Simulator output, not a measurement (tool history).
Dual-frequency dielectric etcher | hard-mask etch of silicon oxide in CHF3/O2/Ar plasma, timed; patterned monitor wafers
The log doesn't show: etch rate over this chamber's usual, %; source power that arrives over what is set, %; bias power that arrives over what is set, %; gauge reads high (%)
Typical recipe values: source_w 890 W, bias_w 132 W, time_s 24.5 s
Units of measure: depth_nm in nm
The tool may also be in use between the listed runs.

| run | day | source_w | bias_w | time_s | wafers since the last listed run | hours since the last wet clean | hours since the last source power generator calibration | hours since the last bias power generator calibration | hours since the last upper electrode change | hours since the gauge calibration | read-back reference wafer on the same gauge, depth_nm | depth_nm |
|---|---|---|---|---|---|---|---|---|---|---|---|---|
| 1 | 0.000 | 890 | 132 | 24.5 | 0 | 448.4 | 2964.2 | 5420.1 | 2163.8 | 36.6 | 55.9 | 49.2 |
| 2 | 0.538 | 890 | 132 | 24.5 | 152 | 461.3 | 2977.1 | 5433.0 | 2176.7 | 49.5 | 55.9 | 49.3 |
| 3 | 1.042 | 890 | 132 | 26.5 | 143 | 473.4 | 2989.2 | 5445.1 | 2188.8 | 61.6 | 55.9 | 52.7 |
| 4 | 1.542 | 890 | 132 | 26.5 | 142 | 485.4 | 3001.2 | 5457.1 | 2200.8 | 73.6 | 55.9 | 52.9 |
| 5 | 1.942 | 890 | 132 | 24.5 | 113 | 495.0 | 3010.8 | 5466.7 | 2210.4 | 83.2 | 55.9 | 49.1 |
|  | 2.142 | source power generator calibrated |
| 6 | 2.633 | 800 | 132 | 24.5 | 149 | 511.6 | 11.8 | 5483.3 | 2227.0 | 99.8 | 55.9 | 46.6 |
|  | 3.075 | gauge calibrated |
|  | 3.817 | wet clean of the chamber |
| 7 | 3.838 | 890 | 132 | 21.0 | 58 | 0.5 | 40.7 | 5512.2 | 2255.9 | 18.3 | 55.9 | 43.9 |
| 8 | 3.850 | 780 | 107 | 30.5 | 3 | 0.8 | 41.0 | 5512.5 | 2256.2 | 18.6 | 55.9 | 54.7 |
|  | 4.888 | upper electrode replaced, of another model than before |
| 9 | 4.908 | 750 | 132 | 28.5 | 16 | 26.2 | 66.4 | 5537.9 | 0.5 | 44.0 | 55.9 | 53.7 |
| 10 | 4.921 | 960 | 132 | 22.5 | 3 | 26.5 | 66.7 | 5538.2 | 0.8 | 44.3 | 55.9 | 48.9 |
|  | 5.158 | bias power generator calibrated |
| 11 | 5.204 | 800 | 104 | 27.5 | 33 | 33.3 | 73.5 | 1.1 | 7.6 | 51.1 | 55.9 | 50.6 |
| 12 | 5.467 | 890 | 132 | 24.5 | 74 | 39.6 | 79.8 | 7.4 | 13.9 | 57.4 | 55.9 | 51.2 |
| 13 | 6.112 | 890 | 132 | 24.5 | 183 | 55.1 | 95.3 | 22.9 | 29.4 | 72.9 | 55.9 | 51.2 |
| 14 | 6.779 | 990 | 161 | 24.5 | 189 | 71.1 | 111.3 | 38.9 | 45.4 | 88.9 | 55.8 | 57.2 |

Exercise: give the hidden state of the tool at every run:
source power that arrives over what is set, %: 0 in every run
bias power that arrives over what is set, %: 0 in every run
gauge reads high (%): 0 in every run
H1: etch rate over this chamber's usual, %
| run | H1 |
|---|---|
| 1 | -4.34 |
| 2 | -4.46 |
| 3 | -4.56 |
| 4 | -4.67 |
| 5 | -4.75 |
| 6 | -4.9 |
| 7 | -0.279 |
| 8 | -0.282 |
| 9 | -0.505 |
| 10 | -0.508 |
| 11 | -0.568 |
| 12 | -0.623 |
| 13 | -0.759 |
| 14 | -0.9 |
